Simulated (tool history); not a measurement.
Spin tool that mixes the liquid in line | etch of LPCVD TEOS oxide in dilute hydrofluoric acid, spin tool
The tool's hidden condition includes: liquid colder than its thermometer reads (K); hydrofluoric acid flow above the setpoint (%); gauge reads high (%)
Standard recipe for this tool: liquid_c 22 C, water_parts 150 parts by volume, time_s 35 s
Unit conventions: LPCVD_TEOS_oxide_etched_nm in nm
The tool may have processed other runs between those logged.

run	hour	liquid_c	water_parts	time_s	wafers since the last listed run	hours since the thermometer was replaced	hours since the hydrofluoric acid flow meter was replaced	hours since the gauge calibration	read-back film thickness of the LPCVD TEOS oxide reference wafer, read on the same gauge (nm)	LPCVD_TEOS_oxide_etched_nm
1	0	18	150	35	0	1748.5	1277.9	46.2	110.04	9.55
2	9.5	18	150	35	164	1758	1287.4	55.7	110.02	9.61
3	24	18	150	35	250	1772.5	1301.9	70.2	109.98	9.53
4	31.3	22	150	45	126	1779.8	1309.2	77.5	109.96	14.5
5	46.6	22	150	45	264	1795.1	1324.5	92.8	109.97	14.45
6	57.5	22	150	45	188	1806	1335.4	103.7	109.96	14.34
7	67.6	22	150	35	174	1816.1	1345.5	113.8	110.03	11.18
8	82.6	22	165	35	259	1831.1	1360.5	128.8	110	9.91
9	89.3	25	150	45	115	1837.8	1367.2	135.5	110	16.29
# hour 90.7: gauge calibrated
10	102.8	22	195	25	233	1851.3	1380.7	12.1	110.02	5.84
11	114.8	18	150	35	207	1863.3	1392.7	24.1	110.02	9.6
# hour 115.8: hydrofluoric acid flow meter replaced
# hour 127.1: thermometer replaced
12	127.6	26	150	35	186	0.5	11.8	36.9	110	13.06
13	134.1	22	150	35	112	7	18.3	43.4	109.99	11.21
14	145.8	24.5	200	30	202	18.7	30	55.1	110.01	7.51
15	158.1	18.5	130	15	212	31	42.3	67.4	109.96	4.93
16	165.2	22	150	35	122	38.1	49.4	74.5	110.02	11.28
17	172.2	24	150	20	121	45.1	56.4	81.5	109.99	6.95
18	186.6	23.5	130	50	249	59.5	70.8	95.9	110	19.96
19	199.1	22	130	35	216	72	83.3	108.4	109.98	13.34
20	207	24	110	40	136	79.9	91.2	116.3	109.96	19.78

Entry by entry between the runs, the difference in hidden state between the last listed run before and the first listed run after:
From run 9 to run 10: gauge calibrated (hour 90.7)
  nothing in the hidden state changes from one run to the other
From run 11 to run 12: hydrofluoric acid flow meter replaced (hour 115.8); thermometer replaced (hour 127.1)
  nothing in the hidden state changes from one run to the other
